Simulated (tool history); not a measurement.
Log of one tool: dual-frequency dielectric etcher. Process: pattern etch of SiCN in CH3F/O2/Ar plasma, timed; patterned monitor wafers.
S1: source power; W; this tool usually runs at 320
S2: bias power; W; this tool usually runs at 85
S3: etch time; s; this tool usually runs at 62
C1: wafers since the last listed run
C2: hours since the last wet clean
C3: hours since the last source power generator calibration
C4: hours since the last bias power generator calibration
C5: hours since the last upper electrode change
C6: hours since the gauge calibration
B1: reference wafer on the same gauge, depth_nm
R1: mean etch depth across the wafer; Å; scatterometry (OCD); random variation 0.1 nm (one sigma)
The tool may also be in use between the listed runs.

run 1 hour=0 | S1=360 S2=85 S3=62 | C1=0 C2=239.2 C3=2956.3 C4=5155.1 C5=4316.5 C6=307 | B1=17.3 | R1=224.4
run 2 hour=35.3 | S1=360 S2=85 S3=62 | C1=397 C2=274.5 C3=2991.6 C4=5190.4 C5=4351.8 C6=342.3 | B1=17.31 | R1=225.4
run 3 hour=115.5 | S1=350 S2=85 S3=62 | C1=903 C2=354.7 C3=3071.8 C4=5270.6 C5=4432 C6=422.5 | B1=17.32 | R1=223.6
run 4 hour=150.4 | S1=350 S2=85 S3=62 | C1=393 C2=389.6 C3=3106.7 C4=5305.5 C5=4466.9 C6=457.4 | B1=17.27 | R1=224.3
-- hour=183.7 wet clean of the chamber
run 5 hour=184.2 | S1=350 S2=85 S3=62 | C1=110 C2=0.5 C3=3140.5 C4=5339.3 C5=4500.7 C6=491.2 | B1=17.3 | R1=226.9
-- hour=247.3 bias power generator calibrated
-- hour=264.9 upper electrode replaced
-- hour=286.9 wet clean of the chamber, repeated, since the last time left the tool worse
run 6 hour=287.4 | S1=370 S2=85 S3=70 | C1=671 C2=0.5 C3=3243.7 C4=40.1 C5=22.5 C6=594.4 | B1=17.3 | R1=252.5
run 7 hour=287.7 | S1=370 S2=85 S3=70 | C1=3 C2=0.8 C3=3244 C4=40.4 C5=22.8 C6=594.7 | B1=17.27 | R1=250.5
run 8 hour=288 | S1=320 S2=85 S3=62 | C1=3 C2=1.1 C3=3244.3 C4=40.7 C5=23.1 C6=595 | B1=17.3 | R1=210.8
-- hour=301.5 gauge calibrated
run 9 hour=308.7 | S1=320 S2=85 S3=62 | C1=233 C2=21.8 C3=3265 C4=61.4 C5=43.8 C6=7.2 | B1=17.32 | R1=209.3
run 10 hour=336.5 | S1=280 S2=99 S3=62 | C1=313 C2=49.6 C3=3292.8 C4=89.2 C5=71.6 C6=35 | B1=17.28 | R1=217.2
-- hour=358.9 source power generator calibrated
run 11 hour=410 | S1=370 S2=102 S3=47.5 | C1=783 C2=123.1 C3=51.1 C4=162.7 C5=145.1 C6=108.5 | B1=17.29 | R1=187.5
run 12 hour=445 | S1=280 S2=80 S3=77.5 | C1=394 C2=158.1 C3=86.1 C4=197.7 C5=180.1 C6=143.5 | B1=17.32 | R1=241.7
run 13 hour=471.6 | S1=400 S2=85 S3=76 | C1=299 C2=184.7 C3=112.7 C4=224.3 C5=206.7 C6=170.1 | B1=17.33 | R1=284.4
run 14 hour=485.1 | S1=360 S2=85 S3=62 | C1=152 C2=198.2 C3=126.2 C4=237.8 C5=220.2 C6=183.6 | B1=17.28 | R1=221.7
run 15 hour=508.7 | S1=320 S2=85 S3=62 | C1=266 C2=221.8 C3=149.8 C4=261.4 C5=243.8 C6=207.2 | B1=17.31 | R1=214.1
run 16 hour=543.3 | S1=320 S2=85 S3=62 | C1=389 C2=256.4 C3=184.4 C4=296 C5=278.4 C6=241.8 | B1=17.31 | R1=213.4
run 17 hour=565.6 | S1=320 S2=85 S3=45.5 | C1=251 C2=278.7 C3=206.7 C4=318.3 C5=300.7 C6=264.1 | B1=17.28 | R1=156.1
run 18 hour=591 | S1=260 S2=70 S3=71 | C1=286 C2=304.1 C3=232.1 C4=343.7 C5=326.1 C6=289.5 | B1=17.32 | R1=203.3

Alternative continuations, all from the tool just after run 18; predict every row:
run A hour=591.4 | S1=320 S2=85 S3=78 | C1=4 C2=304.5 C3=232.5 C4=344.1 C5=326.5 C6=289.9 | B1=? | R1=?
run B hour=591.4 | S1=320 S2=103 S3=62 | C1=4 C2=304.5 C3=232.5 C4=344.1 C5=326.5 C6=289.9 | B1=? | R1=?
run C hour=591.4 | S1=270 S2=64 S3=66.5 | C1=4 C2=304.5 C3=232.5 C4=344.1 C5=326.5 C6=289.9 | B1=? | R1=?
run D hour=591.4 | S1=320 S2=75 S3=68 | C1=4 C2=304.5 C3=232.5 C4=344.1 C5=326.5 C6=289.9 | B1=? | R1=?
run E hour=591.4 | S1=320 S2=95 S3=62 | C1=4 C2=304.5 C3=232.5 C4=344.1 C5=326.5 C6=289.9 | B1=? | R1=?

run=A B1=17.28 R1=269.1
run=B B1=17.28 R1=236.9
run=C B1=17.28 R1=182.7
run=D B1=17.28 R1=219.1
run=E B1=17.28 R1=227
What these runs would have given with no unlogged condition in the tool:
run=A R1=262.1
run=B R1=230.7
run=C R1=177.9
run=D R1=213.4
run=E R1=221.1
